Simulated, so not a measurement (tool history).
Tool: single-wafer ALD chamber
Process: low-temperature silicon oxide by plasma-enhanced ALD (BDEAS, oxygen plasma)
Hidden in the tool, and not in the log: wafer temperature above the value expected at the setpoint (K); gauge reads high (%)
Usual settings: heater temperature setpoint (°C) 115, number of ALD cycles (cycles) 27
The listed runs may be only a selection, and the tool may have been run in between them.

run	hour	heater temperature setpoint (°C)	number of ALD cycles (cycles)	wafers since the last listed run	hours since the last thermocouple change	hours since the gauge calibration	read-back reference wafer on the same gauge, thickness_nm	mean film thickness on the monitor wafer (nm)
1	0	115	27	0	2100.2	149.4	3.121	3.518
2	6.8	115	27	84	2107	156.2	3.119	3.534
3	18.1	121	24	140	2118.3	167.5	3.121	3.094
4	30.1	121	24	148	2130.3	179.5	3.12	3.087
5	44	121	24	172	2144.2	193.4	3.119	3.101
6	50.2	115	27	76	2150.4	199.6	3.119	3.518
7	65.6	115	27	190	2165.8	215	3.12	3.508
8	76.1	124	27	130	2176.3	225.5	3.12	3.455
9	87.4	124	27	140	2187.6	236.8	3.122	3.451
10	97.3	124	27	122	2197.5	246.7	3.12	3.45
11	105.2	115	27	97	2205.4	254.6	3.123	3.511
12	120	115	27	183	2220.2	269.4	3.121	3.524
13	134.2	115	27	176	2234.4	283.6	3.12	3.534
14	149.3	123	27	187	2249.5	298.7	3.121	3.463
15	166.2	123	27	209	2266.4	315.6	3.119	3.467
16	177.5	123	27	140	2277.7	326.9	3.12	3.478
17	194.3	115	27	208	2294.5	343.7	3.119	3.537
18	204.3	115	27	124	2304.5	353.7	3.119	3.532
19	214.2	115	27	122	2314.4	363.6	3.12	3.517
20	230.6	115	27	203	2330.8	380	3.12	3.535
21	238.2	115	27	94	2338.4	387.6	3.121	3.519
22	248.6	115	27	128	2348.8	398	3.119	3.532
# hour 249.3: gauge calibrated
23	264.4	115	27	195	2364.6	15.1	3.119	3.515
24	272.6	129	23	101	2372.8	23.3	3.12	2.913
25	279	115	24	79	2379.2	29.7	3.119	3.127
26	285.6	109	29	81	2385.8	36.3	3.119	3.843
27	302.8	124	27	213	2403	53.5	3.121	3.473
28	308.8	125	27	74	2409	59.5	3.121	3.458
29	318.6	115	22	121	2418.8	69.3	3.121	2.856
30	325.5	121	32	85	2425.7	76.2	3.12	4.113
31	331.6	119	27	75	2431.8	82.3	3.121	3.507
32	338.9	121	31	90	2439.1	89.6	3.119	3.999
33	352.1	126	22	163	2452.3	102.8	3.119	2.805
34	363.1	104	30	136	2463.3	113.8	3.121	3.987
# hour 383.1: thermocouple changed; heater temperature recalibrated
35	407.1	129	27	446	24	157.8	3.121	3.43
36	424.9	122	25	220	41.8	175.6	3.12	3.212
37	436.7	115	27	146	53.6	187.4	3.119	3.523
38	451.1	121	22	178	68	201.8	3.121	2.835
39	462.8	115	27	145	79.7	213.5	3.119	3.52
40	479	122	31	200	95.9	229.7	3.121	3.978
41	492.1	115	27	162	109	242.8	3.12	3.531
42	509.8	100	30	219	126.7	260.5	3.121	4.053
43	519	119	25	114	135.9	269.7	3.117	3.23
44	531.8	121	27	158	148.7	282.5	3.118	3.486
45	542.6	115	30	133	159.5	293.3	3.12	3.908
46	559	103	29	203	175.9	309.7	3.122	3.885
47	566.1	115	27	88	183	316.8	3.121	3.521
48	574.1	126	27	99	191	324.8	3.121	3.446

Alternative continuations, all from the tool just after run 48; predict every row:
A	574.5	115	29	4	191.4	325.2	?	?
B	574.5	103	32	4	191.4	325.2	?	?
C	574.5	108	24	4	191.4	325.2	?	?

run	read-back reference wafer on the same gauge, thickness_nm	mean film thickness on the monitor wafer (nm)
A	3.12	3.78
B	3.12	4.277
C	3.12	3.175
Stripped of hidden state, with their random variation kept, the same runs would have yielded:
run	mean film thickness on the monitor wafer (nm)
A	3.78
B	4.277
C	3.175
